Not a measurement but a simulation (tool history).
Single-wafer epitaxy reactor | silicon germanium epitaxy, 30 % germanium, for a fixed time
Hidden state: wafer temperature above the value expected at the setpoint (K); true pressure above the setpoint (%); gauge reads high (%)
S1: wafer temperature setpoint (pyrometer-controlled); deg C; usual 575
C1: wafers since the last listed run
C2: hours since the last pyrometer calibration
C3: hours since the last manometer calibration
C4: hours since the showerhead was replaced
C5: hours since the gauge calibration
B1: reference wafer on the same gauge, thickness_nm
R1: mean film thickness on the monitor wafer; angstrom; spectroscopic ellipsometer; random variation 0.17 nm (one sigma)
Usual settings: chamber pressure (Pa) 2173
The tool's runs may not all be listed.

Run 1, day 0.000: usual settings; C1 0; C2 839.7; C3 2025.2; C4 8085.9; C5 60.9; B1 35.550. Result: R1 308.58 angstrom.
Run 2, day 0.933: usual settings; C1 476; C2 862.1; C3 2047.6; C4 8108.3; C5 83.3; B1 35.431. Result: R1 308.86 angstrom.
Run 3, day 2.221: usual settings; C1 657; C2 893.0; C3 2078.5; C4 8139.2; C5 114.2; B1 35.495. Result: R1 308.76 angstrom.
Run 4, day 3.650: usual settings; C1 729; C2 927.3; C3 2112.8; C4 8173.5; C5 148.5; B1 35.502. Result: R1 310.30 angstrom.
Run 5, day 4.712: usual settings; C1 542; C2 952.8; C3 2138.3; C4 8199.0; C5 174.0; B1 35.505. Result: R1 310.14 angstrom.
Run 6, day 5.562: usual settings; C1 433; C2 973.2; C3 2158.7; C4 8219.4; C5 194.4; B1 35.502. Result: R1 305.84 angstrom.
Run 7, day 6.375: usual settings; C1 414; C2 992.7; C3 2178.2; C4 8238.9; C5 213.9; B1 35.531. Result: R1 308.14 angstrom.
Run 8, day 7.662: usual settings; C1 657; C2 1023.6; C3 2209.1; C4 8269.8; C5 244.8; B1 35.496. Result: R1 310.31 angstrom.
At day 9.250: showerhead replaced, of another model than before.
Run 9, day 9.271: usual settings but chamber pressure (Pa) 2000; C1 650; C2 1062.2; C3 2247.7; C4 0.5; C5 283.4; B1 35.520. Result: R1 294.58 angstrom.
Run 10, day 9.704: usual settings but S1 567 deg C, chamber pressure (Pa) 2333; C1 221; C2 1072.6; C3 2258.1; C4 10.9; C5 293.8; B1 35.514. Result: R1 276.21 angstrom.
Run 11, day 10.362: usual settings; C1 335; C2 1088.4; C3 2273.9; C4 26.7; C5 309.6; B1 35.506. Result: R1 305.99 angstrom.
At day 10.946: pyrometer calibrated.
At day 11.725: capacitance manometer re-zeroed and calibrated.
At day 12.296: gauge calibrated.
Run 12, day 12.575: usual settings but S1 565 deg C, chamber pressure (Pa) 2000; C1 788; C2 39.1; C3 20.4; C4 79.8; C5 6.7; B1 35.471. Result: R1 269.65 angstrom.
Run 13, day 13.350: usual settings; C1 395; C2 57.7; C3 39.0; C4 98.4; C5 25.3; B1 35.528. Result: R1 336.40 angstrom.
Run 14, day 14.792: usual settings but chamber pressure (Pa) 2426; C1 735; C2 92.3; C3 73.6; C4 133.0; C5 59.9; B1 35.464. Result: R1 355.16 angstrom.
Run 15, day 15.625: usual settings; C1 425; C2 112.3; C3 93.6; C4 153.0; C5 79.9; B1 35.507. Result: R1 331.67 angstrom.
Run 16, day 17.292: usual settings but chamber pressure (Pa) 2546; C1 850; C2 152.3; C3 133.6; C4 193.0; C5 119.9; B1 35.487. Result: R1 364.02 angstrom.
Run 17, day 18.279: usual settings but S1 588 deg C, chamber pressure (Pa) 2426; C1 503; C2 176.0; C3 157.3; C4 216.7; C5 143.6; B1 35.549. Result: R1 431.36 angstrom.

The same runs without the tool's hidden state, with the same run-to-run variation:
run      R1
  1  339.92
  2  340.47
  3  340.66
  4  342.69
  5  342.72
  6  338.14
  7  340.83
  8  343.45
  9  326.28
 10  306.53
 11  339.08
 12  272.95
 13  341.97
 14  363.90
 15  341.28
 16  377.53
 17  448.81
